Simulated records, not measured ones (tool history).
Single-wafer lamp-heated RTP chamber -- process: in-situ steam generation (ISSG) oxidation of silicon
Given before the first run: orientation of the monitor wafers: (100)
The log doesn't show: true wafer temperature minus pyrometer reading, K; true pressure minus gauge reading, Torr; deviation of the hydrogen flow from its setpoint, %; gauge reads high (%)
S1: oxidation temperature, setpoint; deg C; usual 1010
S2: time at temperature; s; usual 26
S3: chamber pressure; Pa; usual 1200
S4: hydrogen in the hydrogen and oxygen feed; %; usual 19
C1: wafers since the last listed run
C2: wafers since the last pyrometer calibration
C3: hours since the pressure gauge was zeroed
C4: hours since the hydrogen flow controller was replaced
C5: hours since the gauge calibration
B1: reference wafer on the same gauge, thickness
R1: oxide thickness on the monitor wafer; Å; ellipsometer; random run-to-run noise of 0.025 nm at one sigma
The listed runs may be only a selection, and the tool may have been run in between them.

run,hour,S1,S2,S3,S4,C1,C2,C3,C4,C5,B1,R1
1,0,1010,26,1200,19,0,5693,3645.8,5682.7,672.6,5.34,68.34
2,63,1010,26,1200,19,715,6408,3708.8,5745.7,735.6,5.342,69.22
# hour 74.2: pyrometer window cleaned and pyrometer calibrated
# hour 128.8: gauge calibrated
3,166.1,1010,26,1200,19,1080,1043,3811.9,5848.8,37.3,5.343,66.06
4,235.2,1010,26,1200,19,785,1829,3881,5917.9,106.4,5.334,66.61
5,326.1,995,26,1200,19,1033,2862,3971.9,6008.8,197.3,5.342,62.7
# hour 338.2: hydrogen flow controller replaced
# hour 362.3: pressure gauge zeroed
6,397.8,995,26,1200,19,632,3495,35.5,59.6,269,5.338,62.72
7,476.9,1010,19,1200,19,898,4394,114.6,138.7,348.1,5.343,57.84
8,543,1016,26,1200,15,751,5145,180.7,204.8,414.2,5.341,66.55
9,624,1030,26,1200,19,920,6065,261.7,285.8,495.2,5.343,75.38
# hour 681.2: pyrometer window cleaned and pyrometer calibrated
10,710.9,1025,26,1200,19,896,337,348.6,372.7,582.1,5.339,71.16
# hour 746: gauge calibrated
11,776.2,1010,26,1307,28,742,1079,413.9,438,30.2,5.344,70.8

What does the tool deliver on the next run?
12,870.8,1010,26,1200,19,1075,2154,508.5,532.6,124.8,?,?

Run 12 yielded B1 5.337, R1 66.87 Å.
With no hidden state in the tool, this same run would have given R1 65.71 Å.
